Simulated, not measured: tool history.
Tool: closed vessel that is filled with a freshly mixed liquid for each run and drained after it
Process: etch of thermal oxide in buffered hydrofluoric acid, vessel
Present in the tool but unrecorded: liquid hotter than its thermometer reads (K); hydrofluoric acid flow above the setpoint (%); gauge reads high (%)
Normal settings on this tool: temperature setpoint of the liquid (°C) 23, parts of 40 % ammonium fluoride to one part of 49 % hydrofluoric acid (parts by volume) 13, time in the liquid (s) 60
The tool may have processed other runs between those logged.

run    hour  temperature setpoint of the liquid (°C)  parts of 40 % ammonium fluoride to one part of 49 % hydrofluoric acid (parts by volume)  time in the liquid (s)  wafers since the last listed run  hours since the thermometer was replaced  hours since the hydrofluoric acid flow meter was replaced  hours since the gauge calibration  read-back film thickness of the thermal oxide reference wafer, read on the same gauge (nm)  thickness taken off the thermal oxide on a monitor wafer (nm)
  1       0                                       23                                                                                       13                      60                                 0                                     653.1                                                      510.4                              379.2                                                                                      129.98                                                           55.1
  2   106.4                                       23                                                                                       13                      60                             11949                                     759.5                                                      616.8                              485.6                                                                                      130.01                                                          55.27
  3   159.9                                       23                                                                                       13                      60                              6008                                       813                                                      670.3                              539.1                                                                                      129.97                                                          55.51
  4   212.5                                       23                                                                                     15.5                      60                              5907                                     865.6                                                      722.9                              591.7                                                                                      130.02                                                          46.35
  5   306.4                                       23                                                                                     15.5                      60                             10546                                     959.5                                                      816.8                              685.6                                                                                      130.01                                                          46.85
        349  -- gauge calibrated
  6     351                                       23                                                                                       16                      85                              5009                                    1004.1                                                      861.4                                  2                                                                                      129.97                                                          64.64
  7   454.1                                       23                                                                                       16                      85                             11579                                    1107.2                                                      964.5                              105.1                                                                                      129.96                                                          64.35
      491.9  -- hydrofluoric acid flow meter replaced
  8   524.1                                       23                                                                                       16                      85                              7749                                    1177.2                                                       32.2                              175.1                                                                                      130.05                                                          63.02
  9   609.2                                       23                                                                                       13                      60                              9557                                    1262.3                                                      117.3                              260.2                                                                                      130.01                                                          53.87
 10   664.1                                       23                                                                                       13                      60                              6165                                    1317.2                                                      172.2                              315.1                                                                                      130.03                                                          54.19
 11     734                                       28                                                                                       11                      80                              7850                                    1387.1                                                      242.1                                385                                                                                      129.98                                                         112.05
      824.8  -- thermometer replaced
 12   850.5                                     24.5                                                                                     16.5                      40                             12971                                      25.7                                                      358.6                              501.5                                                                                      130.02                                                          31.44
 13   946.6                                     26.5                                                                                     10.5                      85                             10793                                     121.8                                                      454.7                              597.6                                                                                      129.99                                                         116.71
 14  1013.6                                     26.5                                                                                       13                      95                              7524                                     188.8                                                      521.7                              664.6                                                                                      129.97                                                         106.05
 15  1097.6                                       23                                                                                       13                      60                              9434                                     272.8                                                      605.7                              748.6                                                                                      130.02                                                          55.19
 16  1196.7                                     20.5                                                                                     16.5                      85                             11130                                     371.9                                                      704.8                              847.7                                                                                      130.03                                                          53.98
     1201.5  -- gauge calibrated
 17  1258.1                                       23                                                                                       13                      60                              6895                                     433.3                                                      766.2                               56.6                                                                                      130.05                                                          55.31
 18  1336.8                                     20.5                                                                                       17                      60                              8838                                       512                                                      844.9                              135.3                                                                                      129.99                                                          37.15

Run 19 is up next; what results do you expect?
 19  1395.1                                       23                                                                                       10                      60                              6547                                     570.3                                                      903.2                              193.6                                                                                           ?                                                              ?

Run 19 came out at read-back film thickness of the thermal oxide reference wafer, read on the same gauge (nm) 130, thickness taken off the thermal oxide on a monitor wafer (nm) 71.24.
On a tool with no hidden condition, and with the same random variation, this run would have come out at thickness taken off the thermal oxide on a monitor wafer (nm) 69.78.
